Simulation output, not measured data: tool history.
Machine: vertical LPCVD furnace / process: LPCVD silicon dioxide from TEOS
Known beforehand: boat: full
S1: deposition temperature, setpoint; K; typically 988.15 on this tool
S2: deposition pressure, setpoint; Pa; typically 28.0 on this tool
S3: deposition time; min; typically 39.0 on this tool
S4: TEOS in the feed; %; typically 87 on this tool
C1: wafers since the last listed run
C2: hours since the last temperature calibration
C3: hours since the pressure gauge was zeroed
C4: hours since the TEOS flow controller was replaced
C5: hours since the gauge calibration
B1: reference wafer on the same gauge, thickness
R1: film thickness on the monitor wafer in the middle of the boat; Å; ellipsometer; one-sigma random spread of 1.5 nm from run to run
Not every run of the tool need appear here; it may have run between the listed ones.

run,hour,S1,S2,S3,S4,C1,C2,C3,C4,C5,B1,R1
1,0.0,988.15,28.0,39.0,87,0,3714.2,2163.3,6744.6,532.0,429.39,3667.8
2,86.5,988.15,28.0,39.0,87,1673,3800.7,2249.8,6831.1,618.5,428.64,3650.7
3,164.6,988.15,28.0,39.0,87,1511,3878.8,2327.9,6909.2,696.6,429.42,3686.8
4,232.7,988.15,28.0,39.0,87,1317,3946.9,2396.0,6977.3,764.7,429.13,3679.3
5,320.7,988.15,28.0,49.5,87,1702,4034.9,2484.0,7065.3,852.7,429.22,4658.0
6,425.7,979.15,28.0,39.0,87,2031,4139.9,2589.0,7170.3,957.7,429.34,3000.9
7,526.0,979.15,28.0,39.0,87,1940,4240.2,2689.3,7270.6,1058.0,429.22,2979.9
8,597.9,979.15,28.0,39.0,87,1391,4312.1,2761.2,7342.5,1129.9,428.85,2978.2
9,663.5,982.15,28.0,39.0,87,1269,4377.7,2826.8,7408.1,1195.5,429.21,3185.8
# hour 688.7: TEOS flow controller replaced
10,737.1,982.15,28.0,39.0,87,959,4451.3,2900.4,48.4,1269.1,428.93,3197.4
11,798.3,988.15,28.0,39.0,87,1184,4512.5,2961.6,109.6,1330.3,428.78,3691.7
12,879.1,988.15,28.0,39.0,87,1563,4593.3,3042.4,190.4,1411.1,429.09,3658.1
# hour 969.5: pressure gauge zeroed
13,970.0,988.15,28.0,39.0,87,1294,4684.2,0.5,281.3,1502.0,429.46,3682.1
14,1000.7,988.15,28.0,39.0,87,594,4714.9,31.2,312.0,1532.7,429.22,3647.6
15,1073.9,980.15,22.0,47.0,97,1416,4788.1,104.4,385.2,1605.9,428.71,3428.7
16,1117.4,983.15,28.0,39.0,75,841,4831.6,147.9,428.7,1649.4,429.74,3007.4
# hour 1221.9: thermocouples replaced and temperature profile calibrated
17,1222.4,996.15,30.7,32.5,87,1567,0.5,252.9,533.7,1754.4,429.35,3835.9
18,1278.5,988.15,23.3,39.0,87,1085,56.6,309.0,589.8,1810.5,428.62,3326.0
19,1334.4,1000.15,28.0,48.0,87,1081,112.5,364.9,645.7,1866.4,429.84,5860.6
20,1437.8,988.15,33.3,39.0,87,2000,215.9,468.3,749.1,1969.8,429.22,4002.9
21,1480.4,988.15,28.0,39.0,87,824,258.5,510.9,791.7,2012.4,429.38,3653.2
22,1578.1,988.15,28.0,39.0,73,1890,356.2,608.6,889.4,2110.1,429.03,3349.9
# hour 1582.3: gauge calibrated
23,1616.5,988.15,28.0,39.0,87,743,394.6,647.0,927.8,34.2,429.11,3643.8
24,1698.8,988.15,30.7,39.0,97,1592,476.9,729.3,1010.1,116.5,428.57,4052.7
25,1797.2,988.15,28.0,39.0,75,1903,575.3,827.7,1108.5,214.9,429.76,3413.8
26,1842.5,988.15,21.3,39.0,87,876,620.6,873.0,1153.8,260.2,428.95,3205.5
27,1881.0,983.15,28.0,39.0,75,744,659.1,911.5,1192.3,298.7,428.63,3055.4
28,1966.8,988.15,28.0,39.0,87,1660,744.9,997.3,1278.1,384.5,428.54,3668.5
29,2015.1,988.15,28.0,30.0,87,934,793.2,1045.6,1326.4,432.8,429.30,2809.6
30,2094.8,988.15,28.0,39.0,87,1542,872.9,1125.3,1406.1,512.5,428.45,3639.9
31,2183.4,980.15,22.0,47.0,97,1714,961.5,1213.9,1494.7,601.1,428.99,3464.4

Forecast each of these 4 alternatives for the next run:
A,2187.0,988.15,28.0,39.0,87,69,965.1,1217.5,1498.3,604.7,?,?
B,2187.0,988.15,24.7,44.5,87,69,965.1,1217.5,1498.3,604.7,?,?
C,2187.0,992.15,28.0,39.0,95,69,965.1,1217.5,1498.3,604.7,?,?
D,2187.0,988.15,28.0,43.5,87,69,965.1,1217.5,1498.3,604.7,?,?

run,B1,R1
A,429.19,3653.0
B,429.19,3912.2
C,429.19,4176.1
D,429.19,4074.5
Take away the tool's hidden state, keep each run's random variation, and the runs would have read:
run,R1
A,3653.0
B,3912.2
C,4176.1
D,4074.5
